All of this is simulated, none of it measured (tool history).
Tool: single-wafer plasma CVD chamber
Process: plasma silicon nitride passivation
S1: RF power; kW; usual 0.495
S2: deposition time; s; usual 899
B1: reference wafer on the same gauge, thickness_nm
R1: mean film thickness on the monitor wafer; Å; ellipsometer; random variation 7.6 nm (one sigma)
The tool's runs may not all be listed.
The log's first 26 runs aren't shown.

{"run": 27, "day": 56.492, "S1": 0.495, "S2": 899, "B1": 1306.665, "R1": 13965.97}
{"run": 28, "day": 58.246, "S1": 0.59, "S2": 899, "B1": 1308.046, "R1": 14984.08}
{"run": 29, "day": 62.192, "S1": 0.54, "S2": 899, "B1": 1307.696, "R1": 14428.19}
{"run": 30, "day": 64.371, "S1": 0.495, "S2": 845, "B1": 1308.941, "R1": 13113.14}
{"run": 31, "day": 66.588, "S1": 0.43, "S2": 799, "B1": 1309.72, "R1": 11523.49}
{"day": 67.083, "done": "gauge calibrated"}
{"run": 32, "day": 68.842, "S1": 0.56, "S2": 765, "B1": 1309.008, "R1": 12462.84}
{"run": 33, "day": 70.783, "S1": 0.495, "S2": 899, "B1": 1309.0, "R1": 13800.14}
{"run": 34, "day": 73.379, "S1": 0.495, "S2": 899, "B1": 1310.19, "R1": 13818.63}
{"run": 35, "day": 74.946, "S1": 0.43, "S2": 983, "B1": 1309.235, "R1": 14385.96}
{"run": 36, "day": 81.304, "S1": 0.445, "S2": 974, "B1": 1307.615, "R1": 14375.54}
{"run": 37, "day": 82.575, "S1": 0.585, "S2": 949, "B1": 1310.063, "R1": 15484.2}

The next listed run, before its measurement:
{"run": 38, "day": 85.454, "S1": 0.55, "S2": 1063, "B1": "?", "R1": "?"}

Run 38 gave B1 1309.837, R1 17082.68 Å.
Without the tool's hidden state the same run would have given R1 17409.06 Å.

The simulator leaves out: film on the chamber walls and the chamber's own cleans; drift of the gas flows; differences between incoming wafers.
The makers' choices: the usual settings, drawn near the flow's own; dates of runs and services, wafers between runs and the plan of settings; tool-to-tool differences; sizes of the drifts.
